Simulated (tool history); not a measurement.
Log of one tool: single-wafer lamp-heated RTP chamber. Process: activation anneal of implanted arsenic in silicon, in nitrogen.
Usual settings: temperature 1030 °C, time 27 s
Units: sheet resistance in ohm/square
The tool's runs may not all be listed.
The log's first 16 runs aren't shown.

| run | hour | temperature | time | wafers since the last listed run | wafers since the last pyrometer calibration | wafers since the reflector plate was cleaned | hours since the gauge calibration | read-back reference wafer on the same gauge, sheet resistance | sheet resistance |
|---|---|---|---|---|---|---|---|---|---|
| 17 | 1192.8 | 1005 | 19 | 1517 | 5472 | 2783 | 1962.2 | 110.33 | 106.58 |
| 18 | 1240.7 | 1006 | 32 | 679 | 6151 | 3463 | 2010.1 | 110.36 | 102.10 |
| 19 | 1302.4 | 1052 | 22 | 875 | 7026 | 4338 | 2071.8 | 110.25 | 96.37 |
| 20 | 1406.2 | 1059 | 32 | 1472 | 8498 | 5810 | 2175.6 | 110.22 | 92.35 |
| 21 | 1510.0 | 1009 | 43 | 1472 | 9970 | 7282 | 2279.4 | 110.31 | 98.55 |
|  | 1549.3 | gauge calibrated |
|  | 1562.8 | pyrometer window cleaned and pyrometer calibrated |
| 22 | 1563.3 | 1030 | 27 | 642 | 6 | 7924 | 14.0 | 110.26 | 98.26 |
|  | 1595.8 | reflector plate cleaned |
| 23 | 1610.7 | 1058 | 39 | 558 | 565 | 210 | 61.4 | 110.32 | 90.63 |
| 24 | 1678.7 | 1030 | 27 | 964 | 1529 | 1175 | 129.4 | 110.34 | 98.91 |
| 25 | 1728.6 | 1030 | 43 | 707 | 2237 | 1882 | 179.3 | 110.32 | 95.13 |
| 26 | 1827.9 | 1051 | 37 | 1408 | 3645 | 3291 | 278.6 | 110.26 | 92.30 |
| 27 | 1892.1 | 1030 | 27 | 910 | 4555 | 4201 | 342.8 | 110.35 | 98.72 |
| 28 | 1937.1 | 1005 | 19 | 638 | 5194 | 4839 | 387.8 | 110.29 | 105.94 |
| 29 | 2037.2 | 1018 | 17 | 1419 | 6613 | 6259 | 487.9 | 110.35 | 103.80 |
| 30 | 2093.6 | 1030 | 37 | 799 | 7413 | 7059 | 544.3 | 110.31 | 95.55 |
| 31 | 2177.2 | 1030 | 27 | 1185 | 8599 | 8244 | 627.9 | 110.25 | 97.80 |
| 32 | 2218.1 | 1001 | 27 | 580 | 9179 | 8824 | 668.8 | 110.26 | 102.89 |
|  | 2313.6 | pyrometer window cleaned and pyrometer calibrated |
| 33 | 2314.1 | 1007 | 35 | 1247 | 6 | 10072 | 764.8 | 110.39 | 99.22 |
| 34 | 2350.2 | 1048 | 14 | 511 | 518 | 10584 | 800.9 | 110.32 | 99.05 |
|  | 2360.1 | reflector plate cleaned |
| 35 | 2425.3 | 1058 | 39 | 951 | 1470 | 924 | 876.0 | 110.33 | 91.22 |
| 36 | 2516.4 | 1010 | 37 | 1291 | 2762 | 2216 | 967.1 | 110.35 | 100.45 |

4 ways to go on from here, each from the tool as it stands after run 36. What would each give?
| A | 2516.8 | 1004 | 27 | 5 | 2767 | 2221 | 967.5 | ? | ? |
| B | 2516.8 | 1059 | 14 | 5 | 2767 | 2221 | 967.5 | ? | ? |
| C | 2516.8 | 1010 | 35 | 5 | 2767 | 2221 | 967.5 | ? | ? |
| D | 2516.8 | 1042 | 42 | 5 | 2767 | 2221 | 967.5 | ? | ? |

| run | read-back reference wafer on the same gauge, sheet resistance | sheet resistance |
|---|---|---|
| A | 110.28 | 104.24 |
| B | 110.28 | 99.29 |
| C | 110.28 | 101.12 |
| D | 110.28 | 93.59 |
Without the tool's hidden state the same runs would have given:
| run | sheet resistance |
|---|---|
| A | 104.45 |
| B | 99.46 |
| C | 101.32 |
| D | 93.77 |

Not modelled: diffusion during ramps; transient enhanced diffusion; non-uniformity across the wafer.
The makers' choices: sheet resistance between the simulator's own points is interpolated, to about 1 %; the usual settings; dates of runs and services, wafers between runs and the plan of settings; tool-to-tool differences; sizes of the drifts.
